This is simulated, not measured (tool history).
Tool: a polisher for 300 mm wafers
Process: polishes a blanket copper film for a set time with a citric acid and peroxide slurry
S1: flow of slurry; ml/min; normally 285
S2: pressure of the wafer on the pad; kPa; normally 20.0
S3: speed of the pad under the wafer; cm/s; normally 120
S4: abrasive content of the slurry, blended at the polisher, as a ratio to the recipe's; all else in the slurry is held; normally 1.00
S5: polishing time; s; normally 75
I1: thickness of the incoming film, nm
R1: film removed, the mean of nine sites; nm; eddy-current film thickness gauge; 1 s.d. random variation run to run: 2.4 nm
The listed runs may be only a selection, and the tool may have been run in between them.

run 1 hour=0.0 | S1=285 S2=20.0 S3=120 S4=1.00 S5=75 | I1=1213.4 | R1=207.1
-- hour=7.3 slurry blender recalibrated
run 2 hour=17.3 | S1=285 S2=20.0 S3=120 S4=1.00 S5=75 | I1=1197.6 | R1=199.2
run 3 hour=50.7 | S1=260 S2=20.0 S3=120 S4=1.00 S5=75 | I1=1189.1 | R1=196.8
run 4 hour=69.6 | S1=260 S2=20.0 S3=120 S4=1.00 S5=75 | I1=1205.0 | R1=195.8
run 5 hour=88.4 | S1=260 S2=20.0 S3=120 S4=1.00 S5=75 | I1=1205.3 | R1=193.0
-- hour=94.8 worn pad replaced by a new one
run 6 hour=101.2 | S1=285 S2=20.0 S3=120 S4=1.00 S5=75 | I1=1190.5 | R1=207.7
run 7 hour=127.7 | S1=285 S2=20.0 S3=120 S4=1.15 S5=75 | I1=1196.0 | R1=213.4
run 8 hour=153.9 | S1=285 S2=20.0 S3=100 S4=1.00 S5=75 | I1=1190.2 | R1=170.4
run 9 hour=182.9 | S1=285 S2=20.0 S3=120 S4=1.00 S5=75 | I1=1194.5 | R1=196.0
-- hour=189.1 slurry blender recalibrated
run 10 hour=212.8 | S1=285 S2=20.0 S3=120 S4=1.00 S5=75 | I1=1182.7 | R1=193.8
run 11 hour=225.9 | S1=285 S2=20.0 S3=120 S4=1.00 S5=75 | I1=1181.3 | R1=186.5
-- hour=248.7 worn pad replaced by a new one
run 12 hour=249.2 | S1=285 S2=20.0 S3=120 S4=1.00 S5=75 | I1=1201.9 | R1=205.4
run 13 hour=266.6 | S1=285 S2=20.0 S3=120 S4=1.00 S5=75 | I1=1212.5 | R1=201.7
run 14 hour=298.9 | S1=285 S2=20.0 S3=120 S4=1.00 S5=75 | I1=1222.6 | R1=194.9
run 15 hour=329.8 | S1=285 S2=20.0 S3=120 S4=1.00 S5=75 | I1=1175.3 | R1=192.3
run 16 hour=348.6 | S1=285 S2=20.0 S3=120 S4=1.00 S5=75 | I1=1204.0 | R1=187.7
run 17 hour=363.4 | S1=350 S2=20.0 S3=120 S4=1.00 S5=75 | I1=1183.8 | R1=190.9
-- hour=368.0 worn pad replaced by a new one
-- hour=397.5 slurry blender recalibrated
run 18 hour=403.8 | S1=285 S2=20.0 S3=120 S4=1.00 S5=67 | I1=1185.4 | R1=172.7
run 19 hour=423.6 | S1=285 S2=22.1 S3=120 S4=1.00 S5=75 | I1=1189.2 | R1=208.3
-- hour=444.8 slurry nozzle cleaned
run 20 hour=451.5 | S1=330 S2=20.0 S3=92 S4=1.00 S5=58 | I1=1196.4 | R1=115.2
-- hour=454.6 head pressure recalibrated
run 21 hour=463.8 | S1=285 S2=26.2 S3=120 S4=1.15 S5=61 | I1=1172.8 | R1=220.8
run 22 hour=476.3 | S1=285 S2=20.0 S3=120 S4=1.00 S5=75 | I1=1175.6 | R1=200.8
run 23 hour=498.1 | S1=285 S2=20.0 S3=120 S4=1.30 S5=75 | I1=1215.6 | R1=212.8
-- hour=503.2 worn pad replaced by a new one
run 24 hour=514.6 | S1=285 S2=17.2 S3=144 S4=0.90 S5=75 | I1=1199.5 | R1=216.5
run 25 hour=550.3 | S1=285 S2=20.0 S3=120 S4=1.00 S5=75 | I1=1187.4 | R1=209.6
run 26 hour=568.0 | S1=285 S2=20.0 S3=138 S4=0.85 S5=57 | I1=1223.7 | R1=171.4
-- hour=573.8 slurry blender recalibrated
run 27 hour=585.9 | S1=215 S2=20.0 S3=84 S4=0.90 S5=98 | I1=1209.5 | R1=184.9
run 28 hour=614.5 | S1=330 S2=25.5 S3=82 S4=1.00 S5=63 | I1=1205.8 | R1=152.6

Run 29, settings as shown, results not yet in. Your forecast:
-- hour=621.4 worn pad replaced by a new one
run 29 hour=626.8 | S1=285 S2=20.0 S3=158 S4=1.10 S5=85 | I1=1208.2 | R1=?

For run 29 the tool returned R1 311.6 nm.
On a tool with no hidden condition, and with the same random variation, this run would have come out at R1 330.2 nm.

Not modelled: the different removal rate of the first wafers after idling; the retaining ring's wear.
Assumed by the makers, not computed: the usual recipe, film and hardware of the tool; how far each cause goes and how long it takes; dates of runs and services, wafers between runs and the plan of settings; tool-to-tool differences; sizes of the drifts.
